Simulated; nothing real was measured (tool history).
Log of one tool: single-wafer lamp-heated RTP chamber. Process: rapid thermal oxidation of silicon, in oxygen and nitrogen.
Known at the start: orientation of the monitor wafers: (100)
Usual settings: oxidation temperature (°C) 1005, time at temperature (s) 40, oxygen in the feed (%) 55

run,hour,oxidation temperature (°C),time at temperature (s),oxygen in the feed (%),wafers since the last listed run,wafers since the last pyrometer calibration,hours since the oxygen flow controller was replaced,hours since the gauge calibration,"read-back reference wafer on the same gauge, thickness",oxide thickness on the monitor wafer (nm)
1,0.0,1005,40,55,0,2204,6243.7,1435.1,3.618,4.000
2,37.2,1005,40,55,399,2603,6280.9,1472.3,3.620,3.996
3,123.5,1005,40,55,925,3529,6367.2,1558.6,3.618,4.038
4,171.9,1005,40,39,519,4048,6415.6,1607.0,3.620,3.636
# hour 203.1: pyrometer window cleaned and pyrometer calibrated
5,245.4,1005,40,39,702,453,6489.1,1680.5,3.620,3.562
6,305.0,1005,40,55,639,1092,6548.7,1740.1,3.620,3.990
7,516.4,1005,40,55,2267,3360,6760.1,1951.5,3.621,4.016
# hour 550.7: pyrometer window cleaned and pyrometer calibrated
8,590.5,1005,40,55,709,427,6834.2,2025.6,3.620,3.998
9,656.2,1005,40,35,704,1131,6899.9,2091.3,3.621,3.478
10,750.8,1005,30,55,1014,2146,6994.5,2185.9,3.620,3.563
# hour 773.5: gauge calibrated
# hour 790.6: oxygen flow controller replaced
11,801.2,1005,30,55,454,2601,10.6,27.7,3.621,3.575
12,876.8,1005,40,47,811,3412,86.2,103.3,3.619,3.853
# hour 965.4: pyrometer window cleaned and pyrometer calibrated
13,965.9,1005,40,47,870,5,175.3,192.4,3.620,3.800
14,1034.9,1005,40,39,740,745,244.3,261.4,3.619,3.594
15,1104.7,1026,50,34,748,1494,314.1,331.2,3.619,4.312
16,1169.6,995,40,55,696,2190,379.0,396.1,3.620,3.759
17,1257.5,978,40,40,942,3133,466.9,484.0,3.621,3.106
# hour 1313.8: pyrometer window cleaned and pyrometer calibrated
18,1330.2,977,25,55,694,176,539.6,556.7,3.620,2.838
19,1379.8,1021,28,78,532,708,589.2,606.3,3.621,4.303
20,1479.4,995,57,68,1068,1776,688.8,705.9,3.620,4.629
21,1559.2,1005,40,78,856,2632,768.6,785.7,3.619,4.501
22,1658.7,1005,21,27,1067,3700,868.1,885.2,3.619,2.660
# hour 1671.8: pyrometer window cleaned and pyrometer calibrated
23,1720.5,1028,40,55,577,522,929.9,947.0,3.621,4.667
24,1771.7,1005,40,55,549,1071,981.1,998.2,3.620,3.988
25,1869.1,1033,40,55,1044,2116,1078.5,1095.6,3.619,4.848
26,1921.7,1005,48,81,564,2680,1131.1,1148.2,3.618,4.920
27,2002.1,1005,40,55,862,3543,1211.5,1228.6,3.618,4.018

Hidden state at the last listed run before each entry between runs and at the first one after, where it differs:
Between runs 4 and 5: pyrometer window cleaned and pyrometer calibrated (hour 203.1)
  true wafer temperature minus pyrometer reading, K: 2.34 -> 0.115
  measured less the result without the state, oxide thickness on the monitor wafer (nm): +0.053 -> +0.002
Between runs 7 and 8: pyrometer window cleaned and pyrometer calibrated (hour 550.7)
  true wafer temperature minus pyrometer reading, K: 1.62 -> 0.333
  measured less the result without the state, oxide thickness on the monitor wafer (nm): +0.044 -> +0.009
Between runs 10 and 11: gauge calibrated (hour 773.5); oxygen flow controller replaced (hour 790.6)
  true wafer temperature minus pyrometer reading, K: 0.933 -> 1.29
  measured less the result without the state, oxide thickness on the monitor wafer (nm): +0.021 -> +0.029
Between runs 12 and 13: pyrometer window cleaned and pyrometer calibrated (hour 965.4)
  true wafer temperature minus pyrometer reading, K: 1.97 -> 0.128
  measured less the result without the state, oxide thickness on the monitor wafer (nm): +0.049 -> +0.003
Between runs 17 and 18: pyrometer window cleaned and pyrometer calibrated (hour 1313.8)
  true wafer temperature minus pyrometer reading, K: 1.46 -> 0.202
  measured less the result without the state, oxide thickness on the monitor wafer (nm): +0.025 -> +0.003
Between runs 22 and 23: pyrometer window cleaned and pyrometer calibrated (hour 1671.8)
  true wafer temperature minus pyrometer reading, K: 2.05 -> 0.269
  measured less the result without the state, oxide thickness on the monitor wafer (nm): +0.024 -> +0.008
